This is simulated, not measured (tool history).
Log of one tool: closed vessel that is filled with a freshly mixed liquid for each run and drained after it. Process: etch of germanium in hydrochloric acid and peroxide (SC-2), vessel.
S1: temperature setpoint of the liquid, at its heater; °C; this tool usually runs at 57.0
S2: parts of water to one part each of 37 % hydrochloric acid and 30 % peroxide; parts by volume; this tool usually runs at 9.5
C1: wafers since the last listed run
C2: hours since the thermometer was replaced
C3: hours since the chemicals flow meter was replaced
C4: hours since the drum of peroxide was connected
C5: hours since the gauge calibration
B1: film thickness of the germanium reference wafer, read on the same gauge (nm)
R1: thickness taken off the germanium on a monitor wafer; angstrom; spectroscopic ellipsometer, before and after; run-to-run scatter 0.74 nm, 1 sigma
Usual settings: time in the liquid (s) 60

{"run": 1, "hour": 0.0, "S1": 57.0, "S2": 9.5, "time in the liquid (s)": 60, "C1": 0, "C2": 1473.2, "C3": 1736.9, "C4": 630.8, "C5": 88.6, "B1": 79.98, "R1": 1513.0}
{"run": 2, "hour": 7.9, "S1": 57.0, "S2": 9.5, "time in the liquid (s)": 60, "C1": 488, "C2": 1481.1, "C3": 1744.8, "C4": 638.7, "C5": 96.5, "B1": 79.96, "R1": 1515.0}
{"run": 3, "hour": 14.3, "S1": 57.0, "S2": 9.5, "time in the liquid (s)": 60, "C1": 395, "C2": 1487.5, "C3": 1751.2, "C4": 645.1, "C5": 102.9, "B1": 79.97, "R1": 1504.5}
{"run": 4, "hour": 31.4, "S1": 57.0, "S2": 9.5, "time in the liquid (s)": 60, "C1": 1057, "C2": 1504.6, "C3": 1768.3, "C4": 662.2, "C5": 120.0, "B1": 80.03, "R1": 1520.5}
{"run": 5, "hour": 38.3, "S1": 57.0, "S2": 9.5, "time in the liquid (s)": 60, "C1": 426, "C2": 1511.5, "C3": 1775.2, "C4": 669.1, "C5": 126.9, "B1": 80.01, "R1": 1522.3}
{"run": 6, "hour": 51.9, "S1": 57.0, "S2": 9.5, "time in the liquid (s)": 60, "C1": 841, "C2": 1525.1, "C3": 1788.8, "C4": 682.7, "C5": 140.5, "B1": 80.02, "R1": 1515.0}
{"run": 7, "hour": 60.5, "S1": 57.0, "S2": 9.5, "time in the liquid (s)": 80, "C1": 532, "C2": 1533.7, "C3": 1797.4, "C4": 691.3, "C5": 149.1, "B1": 79.96, "R1": 2014.4}
{"run": 8, "hour": 71.6, "S1": 57.0, "S2": 9.5, "time in the liquid (s)": 80, "C1": 686, "C2": 1544.8, "C3": 1808.5, "C4": 702.4, "C5": 160.2, "B1": 80.02, "R1": 2031.1}
{"run": 9, "hour": 80.7, "S1": 57.0, "S2": 9.5, "time in the liquid (s)": 60, "C1": 562, "C2": 1553.9, "C3": 1817.6, "C4": 711.5, "C5": 169.3, "B1": 79.99, "R1": 1518.9}
{"run": 10, "hour": 97.9, "S1": 57.0, "S2": 9.5, "time in the liquid (s)": 60, "C1": 1064, "C2": 1571.1, "C3": 1834.8, "C4": 728.7, "C5": 186.5, "B1": 80.0, "R1": 1524.0}
{"run": 11, "hour": 110.3, "S1": 57.0, "S2": 9.5, "time in the liquid (s)": 60, "C1": 767, "C2": 1583.5, "C3": 1847.2, "C4": 741.1, "C5": 198.9, "B1": 79.99, "R1": 1500.4}
{"run": 12, "hour": 116.8, "S1": 57.0, "S2": 9.5, "time in the liquid (s)": 60, "C1": 402, "C2": 1590.0, "C3": 1853.7, "C4": 747.6, "C5": 205.4, "B1": 79.99, "R1": 1514.9}
{"run": 13, "hour": 124.1, "S1": 57.0, "S2": 9.5, "time in the liquid (s)": 60, "C1": 451, "C2": 1597.3, "C3": 1861.0, "C4": 754.9, "C5": 212.7, "B1": 80.0, "R1": 1530.3}
{"hour": 126.2, "done": "new drum of peroxide connected"}
{"run": 14, "hour": 135.9, "S1": 57.0, "S2": 9.5, "time in the liquid (s)": 60, "C1": 668, "C2": 1609.1, "C3": 1872.8, "C4": 9.7, "C5": 224.5, "B1": 80.02, "R1": 1504.6}
{"run": 15, "hour": 153.1, "S1": 57.0, "S2": 12.5, "time in the liquid (s)": 50, "C1": 1064, "C2": 1626.3, "C3": 1890.0, "C4": 26.9, "C5": 241.7, "B1": 80.02, "R1": 1222.6}
{"hour": 163.7, "done": "gauge calibrated"}
{"run": 16, "hour": 164.6, "S1": 57.0, "S2": 7.5, "time in the liquid (s)": 60, "C1": 711, "C2": 1637.8, "C3": 1901.5, "C4": 38.4, "C5": 0.9, "B1": 80.03, "R1": 1536.6}
{"hour": 182.3, "done": "chemicals flow meter replaced"}
{"run": 17, "hour": 182.8, "S1": 65.0, "S2": 8.0, "time in the liquid (s)": 90, "C1": 1064, "C2": 1656.0, "C3": 0.5, "C4": 56.6, "C5": 19.1, "B1": 80.05, "R1": 2915.1}
{"run": 18, "hour": 192.9, "S1": 57.0, "S2": 9.5, "time in the liquid (s)": 60, "C1": 624, "C2": 1666.1, "C3": 10.6, "C4": 66.7, "C5": 29.2, "B1": 80.02, "R1": 1504.1}
{"hour": 196.5, "done": "thermometer replaced"}
{"run": 19, "hour": 203.3, "S1": 63.5, "S2": 7.5, "time in the liquid (s)": 80, "C1": 581, "C2": 6.8, "C3": 21.0, "C4": 77.1, "C5": 39.6, "B1": 79.99, "R1": 2521.7}
{"run": 20, "hour": 221.2, "S1": 63.0, "S2": 14.0, "time in the liquid (s)": 60, "C1": 1107, "C2": 24.7, "C3": 38.9, "C4": 95.0, "C5": 57.5, "B1": 80.01, "R1": 1711.8}
{"run": 21, "hour": 230.3, "S1": 57.0, "S2": 9.5, "time in the liquid (s)": 60, "C1": 562, "C2": 33.8, "C3": 48.0, "C4": 104.1, "C5": 66.6, "B1": 80.02, "R1": 1521.6}
{"run": 22, "hour": 239.0, "S1": 57.0, "S2": 9.5, "time in the liquid (s)": 95, "C1": 538, "C2": 42.5, "C3": 56.7, "C4": 112.8, "C5": 75.3, "B1": 80.0, "R1": 2403.5}
{"run": 23, "hour": 246.4, "S1": 57.0, "S2": 6.5, "time in the liquid (s)": 60, "C1": 457, "C2": 49.9, "C3": 64.1, "C4": 120.2, "C5": 82.7, "B1": 80.0, "R1": 1555.6}
{"run": 24, "hour": 258.4, "S1": 66.0, "S2": 5.0, "time in the liquid (s)": 45, "C1": 742, "C2": 61.9, "C3": 76.1, "C4": 132.2, "C5": 94.7, "B1": 80.02, "R1": 1549.5}
{"run": 25, "hour": 273.9, "S1": 63.0, "S2": 12.0, "time in the liquid (s)": 80, "C1": 958, "C2": 77.4, "C3": 91.6, "C4": 147.7, "C5": 110.2, "B1": 80.04, "R1": 2324.8}
{"run": 26, "hour": 280.8, "S1": 60.0, "S2": 14.5, "time in the liquid (s)": 75, "C1": 426, "C2": 84.3, "C3": 98.5, "C4": 154.6, "C5": 117.1, "B1": 79.98, "R1": 1967.8}
{"run": 27, "hour": 296.5, "S1": 66.0, "S2": 9.5, "time in the liquid (s)": 70, "C1": 971, "C2": 100.0, "C3": 114.2, "C4": 170.3, "C5": 132.8, "B1": 80.03, "R1": 2314.1}
{"run": 28, "hour": 307.1, "S1": 48.0, "S2": 7.5, "time in the liquid (s)": 60, "C1": 655, "C2": 110.6, "C3": 124.8, "C4": 180.9, "C5": 143.4, "B1": 80.03, "R1": 1165.1}
{"run": 29, "hour": 321.9, "S1": 57.0, "S2": 9.5, "time in the liquid (s)": 60, "C1": 915, "C2": 125.4, "C3": 139.6, "C4": 195.7, "C5": 158.2, "B1": 79.98, "R1": 1520.4}

Here are 3 independent what-if runs from the current tool condition. What would each one return?
{"run": "A", "hour": 322.6, "S1": 57.0, "S2": 9.5, "time in the liquid (s)": 60, "C1": 43, "C2": 126.1, "C3": 140.3, "C4": 196.4, "C5": 158.9, "B1": "?", "R1": "?"}
{"run": "B", "hour": 322.6, "S1": 63.0, "S2": 9.5, "time in the liquid (s)": 35, "C1": 43, "C2": 126.1, "C3": 140.3, "C4": 196.4, "C5": 158.9, "B1": "?", "R1": "?"}
{"run": "C", "hour": 322.6, "S1": 66.5, "S2": 9.5, "time in the liquid (s)": 60, "C1": 43, "C2": 126.1, "C3": 140.3, "C4": 196.4, "C5": 158.9, "B1": "?", "R1": "?"}

run=A B1=79.97 R1=1509.5
run=B B1=79.97 R1=1050.8
run=C B1=79.97 R1=1990.6
With no hidden state in the tool, these same runs would have given:
run=A R1=1509.5
run=B R1=1050.8
run=C R1=1990.6
